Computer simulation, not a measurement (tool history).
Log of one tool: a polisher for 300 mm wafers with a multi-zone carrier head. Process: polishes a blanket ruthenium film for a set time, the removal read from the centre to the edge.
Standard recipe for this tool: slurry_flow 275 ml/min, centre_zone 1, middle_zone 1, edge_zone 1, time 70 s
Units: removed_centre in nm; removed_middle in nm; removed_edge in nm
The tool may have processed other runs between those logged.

run,hour,slurry_flow,centre_zone,middle_zone,edge_zone,time,wafers since the last listed run,wafers polished on this pad,hours since the slurry nozzle was cleaned,hours since the centre zone pressure was calibrated,hours since the edge zone pressure was calibrated,hours since the carrier head's membrane was replaced,"incoming thickness of the incoming film, nm",removed_centre,removed_middle,removed_edge
1,0,275,1.07,1,1,70,0,2005,373.2,499.8,501.4,1185.4,365.4,57.4,54.4,55.3
# hour 51.2: centre zone pressure recalibrated
2,54.1,275,1,1,1,70,440,2446,427.3,2.9,555.5,1239.5,353.9,55.6,54.9,54.6
3,84.4,275,1,1,1,70,256,2702,457.6,33.2,585.8,1269.8,364,54.9,53.8,54.8
4,119.8,345,1,1,1,70,299,3001,493,68.6,621.2,1305.2,362,56.2,55.4,55.7
# hour 126.1: slurry nozzle cleaned
5,171.2,275,1,1,1,70,426,3428,45.1,120,672.6,1356.6,360.6,54.5,54.3,54.7
# hour 195.3: worn pad replaced by a new one
6,239.3,220,1,1,1.04,70,542,371,113.2,188.1,740.7,1424.7,359.8,52.4,52.8,54.9
7,273.9,275,1,0.91,1,70,292,664,147.8,222.7,775.3,1459.3,353.8,54.1,50,54.6
# hour 332.4: carrier head's membrane replaced by a new one
8,337.1,275,1,1,1,64,492,1156,211,285.9,838.5,4.7,355.8,48.7,49.4,50.3
9,368.2,275,0.9,0.91,1.08,56,262,1419,242.1,317,869.6,35.8,358.4,38.6,40.5,46.4
10,403.2,275,1,1,1,70,295,1715,277.1,352,904.6,70.8,364.7,53.4,54.4,55.6
11,431.8,275,1,1,1,52,241,1957,305.7,380.6,933.2,99.4,360,39.5,40.6,41.2
12,475.7,275,1,1,1,70,371,2328,349.6,424.5,977.1,143.3,366.2,53.7,54,55.1
# hour 513.4: centre zone pressure recalibrated
13,527.2,185,0.89,1,1,70,418,2747,401.1,13.8,1028.6,194.8,358.8,46.9,51.8,53.3
# hour 536.3: slurry nozzle cleaned
14,573.9,185,1,1,1,82,386,3133,37.6,60.5,1075.3,241.5,360.1,60.4,60.9,61.5
15,614.2,275,1,1,1,70,340,3474,77.9,100.8,1115.6,281.8,362.1,54,54.6,55.1
# hour 624.8: edge zone pressure recalibrated
16,648.4,275,1,1,1,55,272,3746,112.1,135,23.6,316,361.7,42.1,43.4,42.9

Run 17, settings as shown, results not yet in. Your forecast:
17,683.8,275,1,1,1,70,299,4046,147.5,170.4,59,351.4,364.1,?,?,?

{"run 17": {"removed_centre": 53.5, "removed_middle": 54.2, "removed_edge": 55.3}}
With no hidden state in the tool, this same run would have given removed_centre 55.2 nm, removed_middle 54.2 nm, removed_edge 55.3 nm.
